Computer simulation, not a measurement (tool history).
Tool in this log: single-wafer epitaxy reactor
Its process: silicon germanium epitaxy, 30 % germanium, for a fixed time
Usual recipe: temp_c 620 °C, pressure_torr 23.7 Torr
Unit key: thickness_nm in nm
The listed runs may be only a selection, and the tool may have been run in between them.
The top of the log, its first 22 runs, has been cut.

run,day,temp_c,pressure_torr,wafers since the last listed run,hours since the last pyrometer calibration,hours since the last manometer calibration,hours since the showerhead was replaced,hours since the gauge calibration,"read-back reference wafer on the same gauge, thickness_nm",thickness_nm
23,15.100,620,23.7,255,1634.8,42.8,6891.4,130.5,88.394,89.611
# day 15.675: pyrometer calibrated
# day 15.796: showerhead replaced
24,15.817,611,23.7,111,3.4,60.0,0.5,147.7,88.433,74.743
25,16.012,629,20.9,83,8.1,64.7,5.2,152.4,88.413,99.061
26,16.758,632,26.0,317,26.0,82.6,23.1,170.3,88.423,120.116
27,18.725,620,23.7,837,73.2,129.8,70.3,217.5,88.392,89.785
28,19.188,628,23.7,196,84.3,140.9,81.4,228.6,88.411,105.318
29,19.638,620,23.7,191,95.1,151.7,92.2,239.4,88.432,89.573
30,20.283,620,23.7,274,110.6,167.2,107.7,254.9,88.436,89.745
31,20.767,633,20.3,205,122.2,178.8,119.3,266.5,88.414,104.645
32,21.308,631,26.4,230,135.2,191.8,132.3,279.5,88.389,118.714
33,21.962,607,27.6,278,150.9,207.5,148.0,295.2,88.409,75.583

Here are 3 independent what-if runs from the current tool condition. What would each one return?
A,21.979,614,23.7,7,151.3,207.9,148.4,295.6,?,?
B,21.979,613,26.8,7,151.3,207.9,148.4,295.6,?,?
C,21.979,606,23.7,7,151.3,207.9,148.4,295.6,?,?

run,"read-back reference wafer on the same gauge, thickness_nm",thickness_nm
A,88.382,79.780
B,88.382,84.049
C,88.382,67.756
With the hidden condition removed and each run's random variation left untouched, the same runs would have given:
run,thickness_nm
A,79.780
B,84.049
C,67.756

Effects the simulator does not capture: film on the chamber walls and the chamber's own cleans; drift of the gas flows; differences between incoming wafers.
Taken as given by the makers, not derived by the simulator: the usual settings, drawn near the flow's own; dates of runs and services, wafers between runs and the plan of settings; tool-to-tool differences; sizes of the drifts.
